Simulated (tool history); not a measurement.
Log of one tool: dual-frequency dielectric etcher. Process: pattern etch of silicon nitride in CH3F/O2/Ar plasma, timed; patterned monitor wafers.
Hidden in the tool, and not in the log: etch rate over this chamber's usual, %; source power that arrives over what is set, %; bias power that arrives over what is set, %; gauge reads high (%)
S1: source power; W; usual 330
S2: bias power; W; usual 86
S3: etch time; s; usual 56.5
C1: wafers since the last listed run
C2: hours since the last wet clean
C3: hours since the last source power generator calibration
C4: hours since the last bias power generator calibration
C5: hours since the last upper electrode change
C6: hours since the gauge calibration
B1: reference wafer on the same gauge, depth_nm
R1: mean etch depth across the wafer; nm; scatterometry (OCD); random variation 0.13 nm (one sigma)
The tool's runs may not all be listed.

run	hour	S1	S2	S3	C1	C2	C3	C4	C5	C6	B1	R1
1	0.0	330	86	56.5	0	140.9	2474.7	1140.2	2088.8	665.0	33.34	41.21
2	49.7	330	86	56.5	542	190.6	2524.4	1189.9	2138.5	714.7	33.30	41.22
3	92.4	330	79	56.5	466	233.3	2567.1	1232.6	2181.2	757.4	33.30	40.29
4	131.5	350	86	56.5	426	272.4	2606.2	1271.7	2220.3	796.5	33.33	42.72
5	200.3	330	86	56.5	750	341.2	2675.0	1340.5	2289.1	865.3	33.31	41.16
6	241.7	330	86	56.5	451	382.6	2716.4	1381.9	2330.5	906.7	33.30	40.93
7	293.5	330	86	56.5	565	434.4	2768.2	1433.7	2382.3	958.5	33.27	40.84
8	335.4	330	86	56.5	457	476.3	2810.1	1475.6	2424.2	1000.4	33.31	40.73
# hour 381.1: gauge calibrated
9	400.0	330	99	56.5	705	540.9	2874.7	1540.2	2488.8	18.9	33.31	42.37
# hour 441.5: wet clean of the chamber
10	442.0	370	72	56.5	196	0.5	2916.7	1582.2	2530.8	60.9	33.27	42.41
11	479.4	370	72	56.5	408	37.9	2954.1	1619.6	2568.2	98.3	33.30	42.27
12	516.5	330	86	56.5	404	75.0	2991.2	1656.7	2605.3	135.4	33.31	41.40
13	585.3	330	86	56.5	750	143.8	3060.0	1725.5	2674.1	204.2	33.32	41.30
# hour 626.8: source power generator calibrated
14	640.5	330	86	56.5	558	199.0	13.7	1780.7	2729.3	259.4	33.26	40.40
15	772.6	330	77	56.5	1441	331.1	145.8	1912.8	2861.4	391.5	33.29	39.25
# hour 797.5: bias power generator calibrated
16	800.7	290	86	56.5	263	359.2	173.9	3.2	2889.5	419.6	33.29	37.24
17	852.7	330	93	56.5	567	411.2	225.9	55.2	2941.5	471.6	33.33	41.04
18	883.5	330	94	56.5	336	442.0	256.7	86.0	2972.3	502.4	33.34	41.10
19	912.8	330	86	56.5	319	471.3	286.0	115.3	3001.6	531.7	33.30	40.47
20	957.8	390	86	46.0	491	516.3	331.0	160.3	3046.6	576.7	33.31	35.83
21	985.0	290	70	67.5	296	543.5	358.2	187.5	3073.8	603.9	33.31	42.03
# hour 1040.8: wet clean of the chamber
22	1041.3	380	78	56.5	352	0.5	414.5	243.8	3130.1	660.2	33.26	43.15
23	1073.9	330	86	47.5	355	33.1	447.1	276.4	3162.7	692.8	33.27	34.37
# hour 1139.4: upper electrode replaced
24	1139.9	330	86	56.5	458	99.1	513.1	342.4	0.5	758.8	33.33	40.76
25	1203.0	370	95	65.5	688	162.2	576.2	405.5	63.6	821.9	33.29	52.00
26	1252.2	330	72	45.5	537	211.4	625.4	454.7	112.8	871.1	33.28	31.27
27	1281.3	330	86	56.5	317	240.5	654.5	483.8	141.9	900.2	33.33	40.55
28	1342.6	330	86	56.5	669	301.8	715.8	545.1	203.2	961.5	33.30	40.68
# hour 1350.0: gauge calibrated
29	1469.7	330	86	56.5	1387	428.9	842.9	672.2	330.3	119.7	33.31	40.51

5 ways to go on from here, each from the tool as it stands after run 29. What would each give?
A	1470.1	330	86	56.5	4	429.3	843.3	672.6	330.7	120.1	?	?
B	1470.1	300	103	69.5	4	429.3	843.3	672.6	330.7	120.1	?	?
C	1470.1	330	79	72.0	4	429.3	843.3	672.6	330.7	120.1	?	?
D	1470.1	260	74	56.5	4	429.3	843.3	672.6	330.7	120.1	?	?
E	1470.1	270	64	50.0	4	429.3	843.3	672.6	330.7	120.1	?	?

run	B1	R1
A	33.28	40.43
B	33.28	49.34
C	33.28	50.39
D	33.28	33.28
E	33.28	29.17
Without the tool's hidden state the same runs would have given:
run	R1
A	40.31
B	49.20
C	50.23
D	33.18
E	29.07
